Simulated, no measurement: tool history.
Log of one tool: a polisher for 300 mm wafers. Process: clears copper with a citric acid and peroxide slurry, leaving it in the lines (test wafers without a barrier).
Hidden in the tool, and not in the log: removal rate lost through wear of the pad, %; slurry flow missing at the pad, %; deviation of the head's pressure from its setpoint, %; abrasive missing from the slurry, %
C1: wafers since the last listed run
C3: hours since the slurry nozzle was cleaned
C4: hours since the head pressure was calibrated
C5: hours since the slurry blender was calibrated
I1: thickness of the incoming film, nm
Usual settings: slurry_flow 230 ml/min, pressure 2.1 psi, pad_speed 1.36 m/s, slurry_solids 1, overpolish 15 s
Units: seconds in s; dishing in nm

Run 1, hour 0: usual settings; C1 0; wafers polished on this pad 786; C3 548.2; C4 1314.3; C5 259.4; I1 151.6. Result: seconds 68.8 s, dishing 25.8 nm.
Run 2, hour 12: usual settings; C1 132; wafers polished on this pad 919; C3 560.2; C4 1326.3; C5 271.4; I1 148.8. Result: seconds 66.7 s, dishing 25.7 nm.
Run 3, hour 20.2: usual settings; C1 90; wafers polished on this pad 1009; C3 568.4; C4 1334.5; C5 279.6; I1 149.2. Result: seconds 66.6 s, dishing 25.2 nm.
Run 4, hour 28.6: usual settings; C1 92; wafers polished on this pad 1102; C3 576.8; C4 1342.9; C5 288; I1 152.2. Result: seconds 68.8 s, dishing 25.5 nm.
Run 5, hour 36.4: usual settings; C1 85; wafers polished on this pad 1188; C3 584.6; C4 1350.7; C5 295.8; I1 152.1. Result: seconds 67.6 s, dishing 25.6 nm.
Run 6, hour 49.5: usual settings; C1 144; wafers polished on this pad 1332; C3 597.7; C4 1363.8; C5 308.9; I1 148.2. Result: seconds 66.1 s, dishing 25 nm.
Run 7, hour 63.8: usual settings; C1 157; wafers polished on this pad 1490; C3 612; C4 1378.1; C5 323.2; I1 148.9. Result: seconds 67.8 s, dishing 25.4 nm.
At hour 81.2: worn pad replaced by a new one.
Run 8, hour 81.7: usual settings; C1 153; wafers polished on this pad 5; C3 629.9; C4 1396; C5 341.1; I1 152.8. Result: seconds 70 s, dishing 25.4 nm.
Run 9, hour 83.7: usual settings; C1 22; wafers polished on this pad 27; C3 631.9; C4 1398; C5 343.1; I1 151.6. Result: seconds 69 s, dishing 25.3 nm.
Run 10, hour 90.9: usual settings but pressure 2 psi; C1 79; wafers polished on this pad 107; C3 639.1; C4 1405.2; C5 350.3; I1 150.1. Result: seconds 71.2 s, dishing 24.6 nm.
At hour 94.6: head pressure recalibrated.
At hour 94.8: slurry blender recalibrated.
Run 11, hour 99.9: usual settings; C1 75; wafers polished on this pad 182; C3 648.1; C4 5.3; C5 5.1; I1 149.2. Result: seconds 64.8 s, dishing 25.8 nm.
Run 12, hour 112: usual settings; C1 133; wafers polished on this pad 316; C3 660.2; C4 17.4; C5 17.2; I1 149.3. Result: seconds 66.3 s, dishing 25.9 nm.
Run 13, hour 123.1: usual settings; C1 122; wafers polished on this pad 438; C3 671.3; C4 28.5; C5 28.3; I1 149.9. Result: seconds 65.7 s, dishing 26.2 nm.
Run 14, hour 139.3: usual settings; C1 178; wafers polished on this pad 616; C3 687.5; C4 44.7; C5 44.5; I1 150.2. Result: seconds 67.1 s, dishing 26.6 nm.
Run 15, hour 146.2: usual settings but slurry_solids 1.1; C1 76; wafers polished on this pad 692; C3 694.4; C4 51.6; C5 51.4; I1 149.8. Result: seconds 65.6 s, dishing 26.1 nm.
At hour 153.9: slurry nozzle cleaned.
Run 16, hour 157.5: usual settings but slurry_flow 285 ml/min, pressure 1.9 psi, overpolish 8 s; C1 113; wafers polished on this pad 806; C3 3.6; C4 62.9; C5 62.7; I1 150.5. Result: seconds 69.2 s, dishing 14.2 nm.
Run 17, hour 164.5: usual settings but slurry_flow 305 ml/min, pressure 1.5 psi, pad_speed 1.8 m/s, overpolish 12 s; C1 77; wafers polished on this pad 883; C3 10.6; C4 69.9; C5 69.7; I1 149.7. Result: seconds 62.3 s, dishing 22.2 nm.
Run 18, hour 172.6: usual settings but pad_speed 1.74 m/s, slurry_solids 1.15; C1 89; wafers polished on this pad 972; C3 18.7; C4 78; C5 77.8; I1 149.8. Result: seconds 52.1 s, dishing 32.7 nm.
Run 19, hour 189.2: usual settings but overpolish 18 s; C1 182; wafers polished on this pad 1155; C3 35.3; C4 94.6; C5 94.4; I1 151.9. Result: seconds 66.9 s, dishing 30.3 nm.
At hour 196.7: worn pad replaced by a new one.
Run 20, hour 204.5: usual settings; C1 124; wafers polished on this pad 86; C3 50.6; C4 109.9; C5 109.7; I1 151.8. Result: seconds 65.8 s, dishing 25.6 nm.
Run 21, hour 211.7: usual settings but slurry_flow 310 ml/min, overpolish 20 s; C1 79; wafers polished on this pad 165; C3 57.8; C4 117.1; C5 116.9; I1 147.1. Result: seconds 63.8 s, dishing 33 nm.
Run 22, hour 225.3: usual settings but slurry_flow 195 ml/min; C1 149; wafers polished on this pad 315; C3 71.4; C4 130.7; C5 130.5; I1 148.7. Result: seconds 67.2 s, dishing 24.8 nm.
Run 23, hour 239.8: usual settings but slurry_flow 190 ml/min, pad_speed 1.52 m/s, slurry_solids 0.7, overpolish 23 s; C1 159; wafers polished on this pad 475; C3 85.9; C4 145.2; C5 145; I1 152.8. Result: seconds 68.1 s, dishing 36.9 nm.
Run 24, hour 246.6: usual settings; C1 74; wafers polished on this pad 550; C3 92.7; C4 152; C5 151.8; I1 151.8. Result: seconds 67.9 s, dishing 25.5 nm.
Run 25, hour 258.2: usual settings but slurry_flow 170 ml/min; C1 127; wafers polished on this pad 678; C3 104.3; C4 163.6; C5 163.4; I1 152. Result: seconds 71.7 s, dishing 24.4 nm.
Run 26, hour 271.5: usual settings but slurry_flow 170 ml/min, pad_speed 1.52 m/s, slurry_solids 0.75, overpolish 7 s; C1 146; wafers polished on this pad 824; C3 117.6; C4 176.9; C5 176.7; I1 150.4. Result: seconds 66.7 s, dishing 12.5 nm.
Run 27, hour 279.3: usual settings; C1 85; wafers polished on this pad 910; C3 125.4; C4 184.7; C5 184.5; I1 152.6. Result: seconds 67 s, dishing 26.1 nm.
Run 28, hour 291.7: usual settings but overpolish 21 s; C1 136; wafers polished on this pad 1047; C3 137.8; C4 197.1; C5 196.9; I1 148.3. Result: seconds 66.6 s, dishing 33.6 nm.
Run 29, hour 297.8: usual settings; C1 67; wafers polished on this pad 1114; C3 143.9; C4 203.2; C5 203; I1 150.8. Result: seconds 68.3 s, dishing 25.2 nm.

Forecast each of these 4 alternatives for the next run:
Run A, hour 298.2: usual settings but slurry_flow 305 ml/min; C1 4; wafers polished on this pad 1118; C3 144.3; C4 203.6; C5 203.4; I1 150.2. Result: seconds ?, dishing ?.
Run B, hour 298.2: usual settings but overpolish 12 s; C1 4; wafers polished on this pad 1118; C3 144.3; C4 203.6; C5 203.4; I1 150.2. Result: seconds ?, dishing ?.
Run C, hour 298.2: usual settings but pressure 1.6 psi; C1 4; wafers polished on this pad 1118; C3 144.3; C4 203.6; C5 203.4; I1 150.2. Result: seconds ?, dishing ?.
Run D, hour 298.2: usual settings but slurry_flow 260 ml/min; C1 4; wafers polished on this pad 1118; C3 144.3; C4 203.6; C5 203.4; I1 150.2. Result: seconds ?, dishing ?.

run  seconds  dishing
  A     65.8     26.3
  B     67.8       21
  C     79.8       22
  D     66.8     25.9
Without the tool's hidden state the same runs would have given:
run  seconds  dishing
  A     63.2     27.2
  B     65.2     21.7
  C     76.7     22.8
  D     64.2     26.8

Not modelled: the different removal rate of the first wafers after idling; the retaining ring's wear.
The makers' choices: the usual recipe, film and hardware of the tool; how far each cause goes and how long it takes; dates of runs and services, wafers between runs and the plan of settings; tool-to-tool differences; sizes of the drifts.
